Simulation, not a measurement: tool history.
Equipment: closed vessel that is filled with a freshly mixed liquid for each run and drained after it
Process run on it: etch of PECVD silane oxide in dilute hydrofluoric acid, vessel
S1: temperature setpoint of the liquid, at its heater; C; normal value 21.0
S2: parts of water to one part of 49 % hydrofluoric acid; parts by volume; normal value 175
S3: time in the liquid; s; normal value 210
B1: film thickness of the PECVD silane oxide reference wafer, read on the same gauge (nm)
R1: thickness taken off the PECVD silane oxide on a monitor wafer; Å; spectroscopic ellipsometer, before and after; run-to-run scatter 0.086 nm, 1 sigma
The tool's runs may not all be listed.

{"run": 1, "hour": 0.0, "S1": 21.0, "S2": 175, "S3": 210, "B1": 119.97, "R1": 224.1}
{"run": 2, "hour": 43.0, "S1": 21.0, "S2": 120, "S3": 210, "B1": 119.98, "R1": 346.0}
{"run": 3, "hour": 94.6, "S1": 21.0, "S2": 120, "S3": 210, "B1": 119.96, "R1": 346.0}
{"run": 4, "hour": 157.4, "S1": 22.0, "S2": 175, "S3": 210, "B1": 120.0, "R1": 233.5}
{"run": 5, "hour": 204.6, "S1": 22.0, "S2": 175, "S3": 210, "B1": 119.98, "R1": 233.9}
{"hour": 244.4, "done": "hydrofluoric acid flow meter replaced"}
{"run": 6, "hour": 253.1, "S1": 21.0, "S2": 175, "S3": 210, "B1": 119.98, "R1": 230.0}
{"run": 7, "hour": 300.4, "S1": 23.5, "S2": 125, "S3": 210, "B1": 120.0, "R1": 372.6}
{"run": 8, "hour": 371.3, "S1": 21.0, "S2": 175, "S3": 210, "B1": 119.96, "R1": 229.5}
{"run": 9, "hour": 427.8, "S1": 21.0, "S2": 175, "S3": 210, "B1": 119.97, "R1": 230.4}
{"run": 10, "hour": 464.3, "S1": 21.0, "S2": 175, "S3": 210, "B1": 119.98, "R1": 232.1}
{"hour": 484.6, "done": "hydrofluoric acid flow meter replaced, repeated, since the last time left the tool worse"}
{"run": 11, "hour": 499.2, "S1": 21.0, "S2": 175, "S3": 210, "B1": 120.01, "R1": 222.8}
{"run": 12, "hour": 551.5, "S1": 21.0, "S2": 175, "S3": 210, "B1": 119.99, "R1": 222.5}
{"run": 13, "hour": 591.1, "S1": 22.5, "S2": 85, "S3": 320, "B1": 119.99, "R1": 817.0}
{"run": 14, "hour": 654.6, "S1": 24.0, "S2": 200, "S3": 140, "B1": 120.02, "R1": 141.1}
{"run": 15, "hour": 719.7, "S1": 21.0, "S2": 225, "S3": 210, "B1": 120.01, "R1": 165.0}
{"run": 16, "hour": 766.4, "S1": 18.5, "S2": 115, "S3": 100, "B1": 120.04, "R1": 156.9}
{"run": 17, "hour": 804.0, "S1": 24.0, "S2": 90, "S3": 250, "B1": 119.98, "R1": 642.6}
{"run": 18, "hour": 830.9, "S1": 17.0, "S2": 220, "S3": 120, "B1": 120.04, "R1": 83.5}
{"run": 19, "hour": 901.7, "S1": 17.0, "S2": 90, "S3": 300, "B1": 120.04, "R1": 581.1}
{"hour": 933.9, "done": "hydrofluoric acid flow meter replaced"}
{"hour": 990.3, "done": "thermometer replaced"}
{"run": 20, "hour": 1008.1, "S1": 18.0, "S2": 245, "S3": 95, "B1": 120.05, "R1": 59.9}
{"run": 21, "hour": 1050.0, "S1": 21.0, "S2": 175, "S3": 210, "B1": 119.97, "R1": 222.8}
{"run": 22, "hour": 1111.6, "S1": 17.0, "S2": 175, "S3": 210, "B1": 120.04, "R1": 191.0}
{"run": 23, "hour": 1147.5, "S1": 25.5, "S2": 145, "S3": 115, "B1": 119.97, "R1": 181.2}
{"hour": 1170.2, "done": "gauge calibrated"}
{"run": 24, "hour": 1191.4, "S1": 21.0, "S2": 175, "S3": 210, "B1": 120.01, "R1": 221.7}
{"run": 25, "hour": 1252.7, "S1": 21.0, "S2": 175, "S3": 210, "B1": 119.99, "R1": 222.3}
{"run": 26, "hour": 1318.8, "S1": 21.0, "S2": 175, "S3": 255, "B1": 120.03, "R1": 273.6}
{"run": 27, "hour": 1350.8, "S1": 21.0, "S2": 175, "S3": 320, "B1": 120.02, "R1": 343.8}
{"hour": 1356.2, "done": "hydrofluoric acid flow meter replaced"}
{"run": 28, "hour": 1412.9, "S1": 21.0, "S2": 120, "S3": 175, "B1": 119.96, "R1": 285.7}
{"run": 29, "hour": 1458.6, "S1": 26.0, "S2": 120, "S3": 300, "B1": 120.04, "R1": 597.2}
{"run": 30, "hour": 1498.0, "S1": 17.0, "S2": 220, "S3": 120, "B1": 119.99, "R1": 82.4}
{"run": 31, "hour": 1529.5, "S1": 21.0, "S2": 90, "S3": 210, "B1": 119.96, "R1": 474.6}
{"run": 32, "hour": 1569.2, "S1": 17.0, "S2": 145, "S3": 310, "B1": 120.0, "R1": 349.1}

Table of differences, measured result less the result of that run with no hidden state. Run-to-run variation is the same in both. Gauge scatter possibly is not:
Hidden conditions of the tool in this case: liquid colder than its thermometer reads (K); hydrofluoric acid flow above the setpoint (%); gauge reads high (%).
run=1 R1=+2.4
run=2 R1=+4.2
run=3 R1=+5.0
run=4 R1=+4.2
run=5 R1=+4.7
run=6 R1=+7.9
run=7 R1=+13.3
run=8 R1=+9.2
run=9 R1=+9.7
run=10 R1=+10.2
run=11 R1=+0.6
run=12 R1=+1.1
run=13 R1=+5.3
run=14 R1=+1.4
run=15 R1=+2.2
run=16 R1=+2.3
run=17 R1=+10.2
run=18 R1=+1.5
run=19 R1=+11.3
run=20 R1=+0.3
run=21 R1=+1.5
run=22 R1=+1.8
run=23 R1=+2.0
run=24 R1=+2.9
run=25 R1=+3.5
run=26 R1=+5.1
run=27 R1=+6.9
run=28 R1=+1.2
run=29 R1=+3.8
run=30 R1=+0.6
run=31 R1=+4.3
run=32 R1=+3.9
